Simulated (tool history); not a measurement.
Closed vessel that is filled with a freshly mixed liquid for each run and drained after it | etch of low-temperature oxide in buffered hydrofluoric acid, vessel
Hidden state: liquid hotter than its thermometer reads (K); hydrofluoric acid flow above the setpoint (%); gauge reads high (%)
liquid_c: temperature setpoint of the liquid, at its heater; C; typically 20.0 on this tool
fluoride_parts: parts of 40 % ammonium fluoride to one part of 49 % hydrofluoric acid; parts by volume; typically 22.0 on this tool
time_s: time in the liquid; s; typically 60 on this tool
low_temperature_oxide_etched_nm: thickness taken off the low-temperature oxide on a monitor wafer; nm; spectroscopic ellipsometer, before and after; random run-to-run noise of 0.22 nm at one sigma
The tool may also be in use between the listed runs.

run	hour	liquid_c	fluoride_parts	time_s	wafers since the last listed run	hours since the thermometer was replaced	hours since the hydrofluoric acid flow meter was replaced	hours since the gauge calibration	read-back film thickness of the low-temperature oxide reference wafer, read on the same gauge (nm)	low_temperature_oxide_etched_nm
1	0.0	20.0	22.0	60	0	2432.6	2096.0	157.6	129.99	142.86
# hour 5.4: gauge calibrated
2	6.9	18.0	22.0	85	764	2439.5	2102.9	1.5	129.98	180.07
3	20.4	18.0	22.0	85	1496	2453.0	2116.4	15.0	129.97	180.47
4	36.8	20.0	22.0	60	1817	2469.4	2132.8	31.4	129.97	143.15
5	45.2	20.0	22.0	60	931	2477.8	2141.2	39.8	130.06	143.34
6	61.6	20.0	22.0	60	1817	2494.2	2157.6	56.2	130.03	143.52
7	78.1	20.0	22.0	60	1829	2510.7	2174.1	72.7	129.97	143.80
8	104.1	20.0	22.0	60	2882	2536.7	2200.1	98.7	129.97	143.86
# hour 120.2: thermometer replaced
9	121.1	18.5	18.5	35	1773	0.9	2217.1	115.7	129.97	78.68
10	129.2	23.0	22.0	60	897	9.0	2225.2	123.8	130.02	145.94
# hour 140.2: gauge calibrated
11	147.0	21.5	27.5	85	1973	26.8	2243.0	6.8	130.01	162.93
12	160.8	18.0	29.0	90	1529	40.6	2256.8	20.6	129.98	136.69
# hour 172.1: hydrofluoric acid flow meter replaced
13	174.4	25.0	26.0	80	1396	54.2	2.3	34.2	130.05	182.67
14	186.7	18.0	29.0	90	1363	66.5	14.6	46.5	130.01	128.94
15	198.2	20.0	22.0	60	1274	78.0	26.1	58.0	130.02	116.47
16	208.0	22.5	16.0	60	1086	87.8	35.9	67.8	130.01	179.30
17	223.7	22.0	28.5	40	1740	103.5	51.6	83.5	129.99	72.65

Each row is a separate what-if for the run after 17, all from the same tool condition, not one after another. Results?
A	224.4	20.0	30.0	60	77	104.2	52.3	84.2	?	?
B	224.4	23.0	22.0	80	77	104.2	52.3	84.2	?	?
C	224.4	17.0	30.0	30	77	104.2	52.3	84.2	?	?

run	read-back film thickness of the low-temperature oxide reference wafer, read on the same gauge (nm)	low_temperature_oxide_etched_nm
A	130.00	94.39
B	130.00	184.18
C	130.00	39.81
Without the tool's hidden state the same runs would have given:
run	low_temperature_oxide_etched_nm
A	90.61
B	176.91
C	38.19
